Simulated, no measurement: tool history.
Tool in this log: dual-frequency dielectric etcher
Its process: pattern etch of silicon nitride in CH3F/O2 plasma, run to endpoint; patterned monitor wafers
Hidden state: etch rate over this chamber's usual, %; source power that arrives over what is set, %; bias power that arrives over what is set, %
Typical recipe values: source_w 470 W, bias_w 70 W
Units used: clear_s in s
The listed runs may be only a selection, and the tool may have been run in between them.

| run | hour | source_w | bias_w | wafers since the last listed run | hours since the last wet clean | hours since the last source power generator calibration | hours since the last bias power generator calibration | hours since the last upper electrode change | incoming incoming film thickness, nm | clear_s |
|---|---|---|---|---|---|---|---|---|---|---|
| 1 | 0 | 470 | 74 | 0 | 379.4 | 2882.4 | 1039 | 1687.9 | 79.4 | 79.2 |
| 2 | 38.9 | 470 | 70 | 330 | 418.3 | 2921.3 | 1077.9 | 1726.8 | 78.8 | 81.6 |
|  | 96.4 | wet clean of the chamber |
| 3 | 105.9 | 470 | 70 | 364 | 9.5 | 2988.3 | 1144.9 | 1793.8 | 79.3 | 81.2 |
| 4 | 174.7 | 470 | 70 | 583 | 78.3 | 3057.1 | 1213.7 | 1862.6 | 79.2 | 81 |
| 5 | 217.3 | 470 | 70 | 361 | 120.9 | 3099.7 | 1256.3 | 1905.2 | 79.2 | 80.6 |
| 6 | 322.4 | 470 | 70 | 892 | 226 | 3204.8 | 1361.4 | 2010.3 | 77.8 | 79.5 |
| 7 | 400.9 | 470 | 70 | 666 | 304.5 | 3283.3 | 1439.9 | 2088.8 | 78.3 | 79.8 |
| 8 | 492.1 | 470 | 70 | 774 | 395.7 | 3374.5 | 1531.1 | 2180 | 78.6 | 80.2 |
|  | 529.9 | wet clean of the chamber |
| 9 | 559.7 | 470 | 70 | 370 | 29.8 | 3442.1 | 1598.7 | 2247.6 | 79.2 | 81.6 |
| 10 | 619.3 | 470 | 70 | 505 | 89.4 | 3501.7 | 1658.3 | 2307.2 | 78.4 | 81 |
|  | 667.4 | bias power generator calibrated |
| 11 | 676.5 | 470 | 63 | 451 | 146.6 | 3558.9 | 9.1 | 2364.4 | 78.2 | 87.5 |
| 12 | 769.9 | 470 | 70 | 792 | 240 | 3652.3 | 102.5 | 2457.8 | 78.5 | 84.1 |
|  | 840.4 | upper electrode replaced |
| 13 | 840.9 | 470 | 70 | 398 | 311 | 3723.3 | 173.5 | 0.5 | 78.8 | 84.3 |
|  | 908 | bias power generator calibrated, repeated, since the last time left the tool worse |
| 14 | 910.2 | 420 | 59 | 554 | 380.3 | 3792.6 | 2.2 | 69.8 | 78 | 93 |
|  | 983.7 | wet clean of the chamber |
| 15 | 991 | 510 | 87 | 482 | 7.3 | 3873.4 | 83 | 150.6 | 79.3 | 71.6 |
| 16 | 1080.7 | 540 | 54 | 761 | 97 | 3963.1 | 172.7 | 240.3 | 77.4 | 82.8 |
| 17 | 1181.3 | 540 | 61 | 853 | 197.6 | 4063.7 | 273.3 | 340.9 | 79.3 | 81 |
|  | 1208.3 | source power generator calibrated |
| 18 | 1239.2 | 410 | 56 | 457 | 255.5 | 30.9 | 331.2 | 398.8 | 78.6 | 95.2 |
| 19 | 1304.5 | 550 | 56 | 554 | 320.8 | 96.2 | 396.5 | 464.1 | 78.5 | 82.5 |
| 20 | 1346.9 | 400 | 55 | 359 | 363.2 | 138.6 | 438.9 | 506.5 | 78.1 | 96.2 |
| 21 | 1419.4 | 550 | 80 | 615 | 435.7 | 211.1 | 511.4 | 579 | 78.7 | 70.7 |
|  | 1459.8 | wet clean of the chamber |
| 22 | 1460.3 | 410 | 61 | 143 | 0.5 | 252 | 552.3 | 619.9 | 78.6 | 91.2 |
| 23 | 1512.1 | 470 | 74 | 439 | 52.3 | 303.8 | 604.1 | 671.7 | 79.1 | 79.7 |
| 24 | 1608.4 | 530 | 85 | 817 | 148.6 | 400.1 | 700.4 | 768 | 78.7 | 70.4 |
| 25 | 1711.1 | 470 | 70 | 871 | 251.3 | 502.8 | 803.1 | 870.7 | 79.2 | 81.3 |
| 26 | 1797.6 | 570 | 81 | 734 | 337.8 | 589.3 | 889.6 | 957.2 | 78.9 | 70.7 |

Branching from run 26: 4 alternative next runs. What would each branch give?
| A | 1798.1 | 390 | 70 | 4 | 338.3 | 589.8 | 890.1 | 957.7 | 79.1 | ? |
| B | 1798.1 | 510 | 70 | 4 | 338.3 | 589.8 | 890.1 | 957.7 | 79.1 | ? |
| C | 1798.1 | 540 | 86 | 4 | 338.3 | 589.8 | 890.1 | 957.7 | 79.1 | ? |
| D | 1798.1 | 530 | 79 | 4 | 338.3 | 589.8 | 890.1 | 957.7 | 79.1 | ? |

| run | clear_s |
|---|---|
| A | 88.9 |
| B | 78.5 |
| C | 70.2 |
| D | 73.4 |
What these runs would have given with no unlogged condition in the tool:
| run | clear_s |
|---|---|
| A | 90.1 |
| B | 79.6 |
| C | 71.2 |
| D | 74.4 |
